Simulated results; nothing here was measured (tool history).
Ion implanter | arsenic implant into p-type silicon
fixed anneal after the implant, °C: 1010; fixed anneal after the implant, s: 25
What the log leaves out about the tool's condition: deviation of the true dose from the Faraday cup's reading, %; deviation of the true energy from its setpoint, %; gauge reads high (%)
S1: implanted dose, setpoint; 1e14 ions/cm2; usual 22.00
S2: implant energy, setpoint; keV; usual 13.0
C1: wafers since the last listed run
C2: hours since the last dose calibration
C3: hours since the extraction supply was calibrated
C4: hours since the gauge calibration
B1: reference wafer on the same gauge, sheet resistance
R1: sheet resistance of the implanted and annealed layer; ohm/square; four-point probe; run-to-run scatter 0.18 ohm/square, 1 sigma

run	hour	S1	S2	C1	C2	C3	C4	B1	R1
1	0.0	19.37	16.0	0	1001.7	4224.2	30.6	112.98	117.06
2	12.7	19.37	16.0	188	1014.4	4236.9	43.3	113.00	117.19
3	47.8	19.37	16.0	521	1049.5	4272.0	78.4	112.98	117.15
4	81.8	23.86	13.0	504	1083.5	4306.0	112.4	113.02	117.86
5	110.0	23.86	13.0	418	1111.7	4334.2	140.6	113.02	117.60
6	139.3	22.00	13.0	434	1141.0	4363.5	169.9	112.99	119.29
7	165.4	22.00	13.0	387	1167.1	4389.6	196.0	112.94	119.14
8	192.4	22.00	13.0	400	1194.1	4416.6	223.0	112.95	119.14
9	206.5	22.00	10.0	209	1208.2	4430.7	237.1	112.95	124.08
10	223.0	22.00	10.0	244	1224.7	4447.2	253.6	112.99	124.08
11	241.7	22.00	10.0	277	1243.4	4465.9	272.3	113.09	124.04
12	272.6	22.00	13.0	458	1274.3	4496.8	303.2	113.01	119.11
13	292.4	22.00	13.0	293	1294.1	4516.6	323.0	113.00	119.09
14	305.7	22.00	13.0	197	1307.4	4529.9	336.3	112.96	119.24
15	340.9	22.00	10.5	522	1342.6	4565.1	371.5	112.99	123.06
16	374.0	22.00	13.0	491	1375.7	4598.2	404.6	113.01	119.15
17	401.8	22.00	13.0	412	1403.5	4626.0	432.4	113.04	119.32
18	424.2	22.00	13.0	332	1425.9	4648.4	454.8	112.98	119.34

The next listed run, before its measurement:
19	453.8	27.33	13.0	439	1455.5	4678.0	484.4	?	?

{"run 19": {"B1": 113.01, "R1": 115.36}}
With the hidden condition absent and the run-to-run variation left alone, this run would have shown R1 115.36 ohm/square.

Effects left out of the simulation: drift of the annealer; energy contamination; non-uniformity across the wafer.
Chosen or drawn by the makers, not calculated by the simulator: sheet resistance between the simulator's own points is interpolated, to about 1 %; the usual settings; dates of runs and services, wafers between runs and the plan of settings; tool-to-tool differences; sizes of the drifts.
